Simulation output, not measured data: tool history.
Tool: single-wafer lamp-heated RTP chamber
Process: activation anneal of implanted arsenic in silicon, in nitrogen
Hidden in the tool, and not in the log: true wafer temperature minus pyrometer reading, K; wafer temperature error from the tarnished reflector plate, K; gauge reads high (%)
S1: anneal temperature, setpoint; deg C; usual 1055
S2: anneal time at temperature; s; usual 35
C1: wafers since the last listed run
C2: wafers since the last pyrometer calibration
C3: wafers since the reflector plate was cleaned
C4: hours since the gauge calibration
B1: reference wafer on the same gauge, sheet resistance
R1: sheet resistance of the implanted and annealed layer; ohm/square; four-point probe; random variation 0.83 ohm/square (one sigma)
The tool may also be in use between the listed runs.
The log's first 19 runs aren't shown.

| run | hour | S1 | S2 | C1 | C2 | C3 | C4 | B1 | R1 |
|---|---|---|---|---|---|---|---|---|---|
| 20 | 569.2 | 1055 | 35 | 333 | 1218 | 4800 | 163.3 | 181.14 | 193.28 |
| 21 | 589.8 | 1055 | 35 | 302 | 1520 | 5103 | 183.9 | 180.88 | 192.82 |
| 22 | 614.5 | 1055 | 35 | 362 | 1883 | 5465 | 208.6 | 180.96 | 194.89 |
| 23 | 632.2 | 1034 | 35 | 259 | 2143 | 5725 | 226.3 | 181.27 | 197.36 |
| 24 | 651.7 | 1055 | 35 | 286 | 2429 | 6011 | 245.8 | 180.86 | 191.38 |
| 25 | 683.1 | 1047 | 35 | 460 | 2890 | 6472 | 277.2 | 180.99 | 195.35 |
| 26 | 703.0 | 1055 | 35 | 292 | 3182 | 6764 | 297.1 | 180.90 | 194.29 |
| 27 | 727.9 | 1055 | 35 | 365 | 3548 | 7130 | 322.0 | 180.99 | 192.26 |
|  | 749.1 | pyrometer window cleaned and pyrometer calibrated |
|  | 755.6 | reflector plate cleaned |
| 28 | 756.1 | 1038 | 14 | 200 | 6 | 6 | 350.2 | 180.84 | 204.94 |
| 29 | 776.8 | 1037 | 47 | 303 | 310 | 310 | 370.9 | 181.14 | 192.12 |
| 30 | 807.6 | 1055 | 35 | 452 | 762 | 762 | 401.7 | 181.18 | 193.00 |
| 31 | 833.4 | 1064 | 16 | 378 | 1141 | 1141 | 427.5 | 181.26 | 198.13 |
| 32 | 854.3 | 1026 | 35 | 306 | 1448 | 1448 | 448.4 | 180.99 | 199.01 |
| 33 | 888.5 | 1043 | 26 | 502 | 1950 | 1950 | 482.6 | 180.99 | 198.33 |
| 34 | 921.6 | 1055 | 35 | 485 | 2436 | 2436 | 515.7 | 181.20 | 191.82 |
| 35 | 939.7 | 1037 | 23 | 265 | 2701 | 2701 | 533.8 | 180.98 | 200.26 |
| 36 | 972.9 | 1071 | 35 | 487 | 3189 | 3189 | 567.0 | 180.83 | 190.00 |
| 37 | 993.2 | 1066 | 35 | 297 | 3487 | 3487 | 587.3 | 180.73 | 190.25 |

4 ways to go on from here, each from the tool as it stands after run 37. What would each give?
| A | 993.6 | 1055 | 35 | 5 | 3493 | 3493 | 587.7 | ? | ? |
| B | 993.6 | 1045 | 21 | 5 | 3493 | 3493 | 587.7 | ? | ? |
| C | 993.6 | 1030 | 23 | 5 | 3493 | 3493 | 587.7 | ? | ? |
| D | 993.6 | 1040 | 29 | 5 | 3493 | 3493 | 587.7 | ? | ? |

| run | B1 | R1 |
|---|---|---|
| A | 180.83 | 193.18 |
| B | 180.83 | 199.51 |
| C | 180.83 | 201.46 |
| D | 180.83 | 197.84 |
Without the tool's hidden state the same runs would have given:
| run | R1 |
|---|---|
| A | 193.18 |
| B | 199.51 |
| C | 201.46 |
| D | 197.84 |

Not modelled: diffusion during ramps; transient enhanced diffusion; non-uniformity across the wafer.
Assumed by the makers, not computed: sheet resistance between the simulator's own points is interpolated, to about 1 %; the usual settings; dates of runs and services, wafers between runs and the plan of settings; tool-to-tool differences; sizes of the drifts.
